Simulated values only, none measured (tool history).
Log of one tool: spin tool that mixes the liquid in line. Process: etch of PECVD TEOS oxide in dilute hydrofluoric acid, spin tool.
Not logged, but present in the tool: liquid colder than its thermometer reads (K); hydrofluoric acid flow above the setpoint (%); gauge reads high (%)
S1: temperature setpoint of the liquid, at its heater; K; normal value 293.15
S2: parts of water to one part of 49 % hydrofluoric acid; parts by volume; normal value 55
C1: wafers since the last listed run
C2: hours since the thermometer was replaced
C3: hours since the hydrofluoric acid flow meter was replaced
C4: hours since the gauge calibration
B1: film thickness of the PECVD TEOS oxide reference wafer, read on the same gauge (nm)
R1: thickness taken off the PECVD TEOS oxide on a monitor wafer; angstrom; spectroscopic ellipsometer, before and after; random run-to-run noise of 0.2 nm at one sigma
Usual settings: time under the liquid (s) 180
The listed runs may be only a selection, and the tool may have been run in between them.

Run 1, day 0: usual settings but S1 291.15 K; C1 0; C2 1921.2; C3 1547.3; C4 475.7; B1 70. Result: R1 383.3 angstrom.
Run 2, day 0.288: usual settings but S1 291.15 K; C1 38; C2 1928.1; C3 1554.2; C4 482.6; B1 70.03. Result: R1 382.7 angstrom.
Run 3, day 0.733: usual settings; C1 59; C2 1938.8; C3 1564.9; C4 493.3; B1 69.99. Result: R1 421.8 angstrom.
Run 4, day 1.075: usual settings; C1 45; C2 1947; C3 1573.1; C4 501.5; B1 70.04. Result: R1 416.4 angstrom.
Run 5, day 1.462: usual settings but S2 65 parts by volume; C1 51; C2 1956.3; C3 1582.4; C4 510.8; B1 70.02. Result: R1 348.8 angstrom.
Run 6, day 2.175: usual settings but S2 65 parts by volume; C1 95; C2 1973.4; C3 1599.5; C4 527.9; B1 70.04. Result: R1 346.8 angstrom.
At day 2.379: hydrofluoric acid flow meter replaced.
Run 7, day 2.588: usual settings but time under the liquid (s) 150; C1 49; C2 1983.3; C3 5; C4 537.8; B1 69.97. Result: R1 315.1 angstrom.
At day 2.792: gauge calibrated.
Run 8, day 2.862: usual settings but time under the liquid (s) 150; C1 36; C2 1989.9; C3 11.6; C4 1.7; B1 69.99. Result: R1 314.2 angstrom.
Run 9, day 3.458: usual settings but S2 70 parts by volume, time under the liquid (s) 145; C1 79; C2 2004.2; C3 25.9; C4 16; B1 70.01. Result: R1 235.8 angstrom.
Run 10, day 4.054: usual settings but S2 70 parts by volume, time under the liquid (s) 145; C1 79; C2 2018.5; C3 40.2; C4 30.3; B1 70.02. Result: R1 235.4 angstrom.
Run 11, day 4.354: usual settings but S1 295.15 K, time under the liquid (s) 260; C1 40; C2 2025.7; C3 47.4; C4 37.5; B1 70. Result: R1 591.3 angstrom.
Run 12, day 5.071: usual settings but S1 295.15 K, time under the liquid (s) 260; C1 95; C2 2042.9; C3 64.6; C4 54.7; B1 70. Result: R1 590 angstrom.
Run 13, day 5.512: usual settings; C1 59; C2 2053.5; C3 75.2; C4 65.3; B1 70.03. Result: R1 375.7 angstrom.
Run 14, day 5.896: usual settings but S1 297.65 K, S2 65 parts by volume, time under the liquid (s) 230; C1 51; C2 2062.7; C3 84.4; C4 74.5; B1 69.96. Result: R1 488 angstrom.
Run 15, day 6.229: usual settings; C1 44; C2 2070.7; C3 92.4; C4 82.5; B1 70.04. Result: R1 376 angstrom.
Run 16, day 6.638: usual settings but S1 290.65 K, S2 45 parts by volume, time under the liquid (s) 90; C1 54; C2 2080.5; C3 102.2; C4 92.3; B1 70.04. Result: R1 211.5 angstrom.
Run 17, day 7.083: usual settings but S2 65 parts by volume, time under the liquid (s) 215; C1 59; C2 2091.2; C3 112.9; C4 103; B1 69.96. Result: R1 378 angstrom.
At day 7.321: thermometer replaced.
Run 18, day 7.738: usual settings but time under the liquid (s) 110; C1 81; C2 10; C3 128.6; C4 118.7; B1 70.01. Result: R1 262.5 angstrom.
Run 19, day 8.275: usual settings but S1 295.65 K, S2 80 parts by volume, time under the liquid (s) 80; C1 71; C2 22.9; C3 141.5; C4 131.6; B1 69.98. Result: R1 142.1 angstrom.
Run 20, day 8.612: usual settings but S1 290.15 K, S2 70 parts by volume; C1 45; C2 31; C3 149.6; C4 139.7; B1 69.96. Result: R1 293.9 angstrom.
Run 21, day 8.95: usual settings; C1 45; C2 39.1; C3 157.7; C4 147.8; B1 70.01. Result: R1 428.2 angstrom.
Run 22, day 9.288: usual settings but S2 35 parts by volume, time under the liquid (s) 280; C1 45; C2 47.2; C3 165.8; C4 155.9; B1 70.05. Result: R1 1075.3 angstrom.
Run 23, day 9.812: usual settings but time under the liquid (s) 150; C1 70; C2 59.8; C3 178.4; C4 168.5; B1 70.02. Result: R1 358.7 angstrom.
Run 24, day 10.229: usual settings; C1 55; C2 69.8; C3 188.4; C4 178.5; B1 70.01. Result: R1 428.5 angstrom.
Run 25, day 10.525: usual settings; C1 39; C2 76.9; C3 195.5; C4 185.6; B1 69.96. Result: R1 431.1 angstrom.
Run 26, day 11.221: usual settings but S1 297.65 K, S2 70 parts by volume, time under the liquid (s) 135; C1 93; C2 93.6; C3 212.2; C4 202.3; B1 70.03. Result: R1 301.3 angstrom.
Run 27, day 11.525: usual settings; C1 40; C2 100.9; C3 219.5; C4 209.6; B1 69.96. Result: R1 429.6 angstrom.
Run 28, day 11.954: usual settings; C1 57; C2 111.2; C3 229.8; C4 219.9; B1 70.01. Result: R1 434.9 angstrom.
Run 29, day 12.425: usual settings; C1 62; C2 122.5; C3 241.1; C4 231.2; B1 70. Result: R1 430.4 angstrom.
Run 30, day 12.871: usual settings but S2 35 parts by volume, time under the liquid (s) 125; C1 59; C2 133.2; C3 251.8; C4 241.9; B1 69.97. Result: R1 477.7 angstrom.
Run 31, day 13.533: usual settings but S1 297.15 K, time under the liquid (s) 95; C1 88; C2 149.1; C3 267.7; C4 257.8; B1 70.01. Result: R1 267.6 angstrom.
Run 32, day 14.062: usual settings but S1 290.65 K, S2 70 parts by volume, time under the liquid (s) 120; C1 70; C2 161.8; C3 280.4; C4 270.5; B1 70.05. Result: R1 200.6 angstrom.
Run 33, day 14.417: usual settings but S2 45 parts by volume; C1 47; C2 170.3; C3 288.9; C4 279; B1 69.96. Result: R1 535.5 angstrom.

4 options for the next run, each taken on its own from the tool as it stands now. Forecast them:
Run A, day 14.438: usual settings but S2 75 parts by volume; C1 2; C2 170.8; C3 289.4; C4 279.5; B1 ?. Result: R1 ?.
Run B, day 14.438: usual settings but S1 295.65 K, S2 40 parts by volume, time under the liquid (s) 130; C1 2; C2 170.8; C3 289.4; C4 279.5; B1 ?. Result: R1 ?.
Run C, day 14.438: usual settings but S2 30 parts by volume, time under the liquid (s) 80; C1 2; C2 170.8; C3 289.4; C4 279.5; B1 ?. Result: R1 ?.
Run D, day 14.438: usual settings but time under the liquid (s) 260; C1 2; C2 170.8; C3 289.4; C4 279.5; B1 ?. Result: R1 ?.

run     B1     R1
  A  69.97  309.5
  B  69.97  485.1
  C  69.97  362.1
  D  69.97  623.5
The same runs, with their run-to-run variation unchanged, on a tool lacking any hidden condition would have given:
run     R1
  A  301.7
  B  473.4
  C  353.7
  D  608.3
